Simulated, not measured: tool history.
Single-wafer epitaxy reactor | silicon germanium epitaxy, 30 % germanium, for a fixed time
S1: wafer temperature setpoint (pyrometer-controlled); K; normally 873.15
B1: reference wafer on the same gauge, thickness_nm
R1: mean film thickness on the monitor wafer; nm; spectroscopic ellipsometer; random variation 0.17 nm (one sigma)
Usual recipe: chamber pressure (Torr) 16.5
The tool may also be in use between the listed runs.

{"run": 1, "hour": 0.0, "S1": 873.15, "chamber pressure (Torr)": 16.5, "B1": 47.78, "R1": 55.791}
{"run": 2, "hour": 45.5, "S1": 873.15, "chamber pressure (Torr)": 16.5, "B1": 47.797, "R1": 55.871}
{"run": 3, "hour": 109.9, "S1": 873.15, "chamber pressure (Torr)": 16.5, "B1": 47.816, "R1": 56.269}
{"run": 4, "hour": 204.3, "S1": 873.15, "chamber pressure (Torr)": 18.8, "B1": 47.788, "R1": 59.8}
{"run": 5, "hour": 288.8, "S1": 873.15, "chamber pressure (Torr)": 18.8, "B1": 47.862, "R1": 59.687}
{"run": 6, "hour": 390.2, "S1": 869.15, "chamber pressure (Torr)": 16.5, "B1": 47.8, "R1": 52.398}
{"run": 7, "hour": 496.8, "S1": 869.15, "chamber pressure (Torr)": 16.5, "B1": 47.828, "R1": 52.134}
{"run": 8, "hour": 563.8, "S1": 873.15, "chamber pressure (Torr)": 16.5, "B1": 47.861, "R1": 55.701}
{"run": 9, "hour": 653.9, "S1": 873.15, "chamber pressure (Torr)": 16.5, "B1": 47.801, "R1": 55.968}
{"run": 10, "hour": 728.9, "S1": 873.15, "chamber pressure (Torr)": 16.5, "B1": 47.805, "R1": 55.967}
{"run": 11, "hour": 765.4, "S1": 863.15, "chamber pressure (Torr)": 17.6, "B1": 47.804, "R1": 48.951}
{"hour": 794.8, "done": "pyrometer calibrated"}
{"run": 12, "hour": 861.5, "S1": 873.15, "chamber pressure (Torr)": 16.5, "B1": 47.796, "R1": 55.981}
{"hour": 906.4, "done": "capacitance manometer re-zeroed and calibrated"}
{"run": 13, "hour": 917.0, "S1": 873.15, "chamber pressure (Torr)": 16.5, "B1": 47.788, "R1": 56.041}
{"run": 14, "hour": 982.6, "S1": 873.15, "chamber pressure (Torr)": 16.5, "B1": 47.846, "R1": 56.183}
{"hour": 993.4, "done": "gauge calibrated"}
{"hour": 1064.8, "done": "showerhead replaced"}
{"run": 15, "hour": 1065.3, "S1": 860.15, "chamber pressure (Torr)": 12.5, "B1": 47.806, "R1": 38.898}
{"run": 16, "hour": 1142.5, "S1": 881.15, "chamber pressure (Torr)": 16.5, "B1": 47.815, "R1": 63.498}
{"run": 17, "hour": 1213.3, "S1": 888.15, "chamber pressure (Torr)": 16.5, "B1": 47.831, "R1": 71.471}
{"run": 18, "hour": 1311.4, "S1": 868.15, "chamber pressure (Torr)": 19.6, "B1": 47.782, "R1": 55.867}
{"run": 19, "hour": 1407.8, "S1": 873.15, "chamber pressure (Torr)": 16.5, "B1": 47.834, "R1": 56.058}
{"run": 20, "hour": 1473.2, "S1": 859.15, "chamber pressure (Torr)": 12.4, "B1": 47.827, "R1": 37.931}

Alternative continuations, all from the tool just after run 20; predict every row:
{"run": "A", "hour": 1473.6, "S1": 873.15, "chamber pressure (Torr)": 16.5, "B1": "?", "R1": "?"}
{"run": "B", "hour": 1473.6, "S1": 869.15, "chamber pressure (Torr)": 18.4, "B1": "?", "R1": "?"}
{"run": "C", "hour": 1473.6, "S1": 882.15, "chamber pressure (Torr)": 18.7, "B1": "?", "R1": "?"}
{"run": "D", "hour": 1473.6, "S1": 877.15, "chamber pressure (Torr)": 17.7, "B1": "?", "R1": "?"}
{"run": "E", "hour": 1473.6, "S1": 887.15, "chamber pressure (Torr)": 18.0, "B1": "?", "R1": "?"}

run=A B1=47.770 R1=56.021
run=B B1=47.770 R1=55.319
run=C B1=47.770 R1=69.113
run=D B1=47.770 R1=61.982
run=E B1=47.770 R1=73.560
Without the tool's unlogged condition, the same runs would have read:
run=A R1=56.021
run=B R1=55.319
run=C R1=69.113
run=D R1=61.982
run=E R1=73.560
